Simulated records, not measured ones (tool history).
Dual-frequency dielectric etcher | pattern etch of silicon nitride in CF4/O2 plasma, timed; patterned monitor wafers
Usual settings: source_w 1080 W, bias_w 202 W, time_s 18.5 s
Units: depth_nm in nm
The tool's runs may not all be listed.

run   hour  source_w  bias_w  time_s  wafers since the last listed run  hours since the last wet clean  hours since the last source power generator calibration  hours since the last bias power generator calibration  hours since the last upper electrode change  hours since the gauge calibration  read-back reference wafer on the same gauge, depth_nm  depth_nm
  1    0.0       890     202    18.5                                 0                           296.3                                                   4358.2                                                 4748.5                                       4092.3                              116.6                                                   66.4      64.4
  2   16.7       890     202    18.5                               168                           313.0                                                   4374.9                                                 4765.2                                       4109.0                              133.3                                                   66.3      64.8
  3   24.6      1080     202    18.5                                79                           320.9                                                   4382.8                                                 4773.1                                       4116.9                              141.2                                                   66.4      74.4
  4   65.5      1080     202    18.5                               413                           361.8                                                   4423.7                                                 4814.0                                       4157.8                              182.1                                                   66.4      74.3
  5   80.9      1080     202    18.5                               155                           377.2                                                   4439.1                                                 4829.4                                       4173.2                              197.5                                                   66.5      73.5
  6   88.0       900     202    18.5                                71                           384.3                                                   4446.2                                                 4836.5                                       4180.3                              204.6                                                   66.3      65.1
     128.4  -- upper electrode replaced
  7  128.9      1080     202    18.5                               170                           425.2                                                   4487.1                                                 4877.4                                          0.5                              245.5                                                   66.5      73.9
  8  129.2      1080     202    18.5                                 3                           425.5                                                   4487.4                                                 4877.7                                          0.8                              245.8                                                   66.3      73.9
  9  129.5      1080     202    18.5                                 3                           425.8                                                   4487.7                                                 4878.0                                          1.1                              246.1                                                   66.3      74.2
 10  132.8      1080     202    18.5                                33                           429.1                                                   4491.0                                                 4881.3                                          4.4                              249.4                                                   66.4      73.6
 11  147.9      1080     191    18.5                               152                           444.2                                                   4506.1                                                 4896.4                                         19.5                              264.5                                                   66.5      71.8
 12  163.2      1080     191    18.5                               154                           459.5                                                   4521.4                                                 4911.7                                         34.8                              279.8                                                   66.3      71.7
     172.0  -- source power generator calibrated
 13  178.1      1080     202    18.5                               110                           474.4                                                      6.1                                                 4926.6                                         49.7                              294.7                                                   66.4      73.7
     189.6  -- bias power generator calibrated
 14  190.6      1290     202    24.0                                85                           486.9                                                     18.6                                                    1.0                                         62.2                              307.2                                                   66.5     109.0
 15  206.4      1200     186    13.5                               159                           502.7                                                     34.4                                                   16.8                                         78.0                              323.0                                                   66.5      55.9
 16  213.6       920     202    22.0                                72                           509.9                                                     41.6                                                   24.0                                         85.2                              330.2                                                   66.5      77.4
     238.5  -- wet clean of the chamber
 17  239.0      1080     202    18.5                                14                             0.5                                                     67.0                                                   49.4                                        110.6                              355.6                                                   66.6      75.1
 18  239.3      1330     202    18.5                                 3                             0.8                                                     67.3                                                   49.7                                        110.9                              355.9                                                   66.5      88.7
 19  241.7      1080     202    18.5                                24                             3.2                                                     69.7                                                   52.1                                        113.3                              358.3                                                   66.3      75.0
 20  250.7       880     221    14.5                                90                            12.2                                                     78.7                                                   61.1                                        122.3                              367.3                                                   66.4      52.9
 21  266.7      1080     202    18.5                               161                            28.2                                                     94.7                                                   77.1                                        138.3                              383.3                                                   66.4      75.0
 22  277.4      1200     202    13.5                               108                            38.9                                                    105.4                                                   87.8                                        149.0                              394.0                                                   66.3      59.3
     285.7  -- gauge calibrated
 23  289.4      1170     232    13.0                               121                            50.9                                                    117.4                                                   99.8                                        161.0                                3.7                                                   66.4      59.8
 24  321.5      1320     227    21.0                               324                            83.0                                                    149.5                                                  131.9                                        193.1                               35.8                                                   66.3     105.1
 25  333.3       880     221    14.5                               119                            94.8                                                    161.3                                                  143.7                                        204.9                               47.6                                                   66.4      53.2
 26  348.0       940     238    13.5                               148                           109.5                                                    176.0                                                  158.4                                        219.6                               62.3                                                   66.3      53.8
 27  360.5      1080     202    18.5                               126                           122.0                                                    188.5                                                  170.9                                        232.1                               74.8                                                   66.4      74.4
 28  376.0      1080     184    14.5                               156                           137.5                                                    204.0                                                  186.4                                        247.6                               90.3                                                   66.5      55.4
 29  382.1      1080     165    18.5                                61                           143.6                                                    210.1                                                  192.5                                        253.7                               96.4                                                   66.3      67.3

Forecast each of these 5 alternatives for the next run:
  A  382.5      1080     202    18.5                                 4                           144.0                                                    210.5                                                  192.9                                        254.1                               96.8                                                      ?         ?
  B  382.5      1280     174    16.5                                 4                           144.0                                                    210.5                                                  192.9                                        254.1                               96.8                                                      ?         ?
  C  382.5      1270     219    22.0                                 4                           144.0                                                    210.5                                                  192.9                                        254.1                               96.8                                                      ?         ?
  D  382.5      1160     221    16.0                                 4                           144.0                                                    210.5                                                  192.9                                        254.1                               96.8                                                      ?         ?
  E  382.5      1290     202    18.5                                 4                           144.0                                                    210.5                                                  192.9                                        254.1                               96.8                                                      ?         ?

run  read-back reference wafer on the same gauge, depth_nm  depth_nm
  A                                                   66.3      74.1
  B                                                   66.3      69.6
  C                                                   66.3     103.9
  D                                                   66.3      70.9
  E                                                   66.3      84.8
Without the tool's hidden state the same runs would have given:
run  depth_nm
  A      74.9
  B      70.3
  C     105.0
  D      71.6
  E      85.7

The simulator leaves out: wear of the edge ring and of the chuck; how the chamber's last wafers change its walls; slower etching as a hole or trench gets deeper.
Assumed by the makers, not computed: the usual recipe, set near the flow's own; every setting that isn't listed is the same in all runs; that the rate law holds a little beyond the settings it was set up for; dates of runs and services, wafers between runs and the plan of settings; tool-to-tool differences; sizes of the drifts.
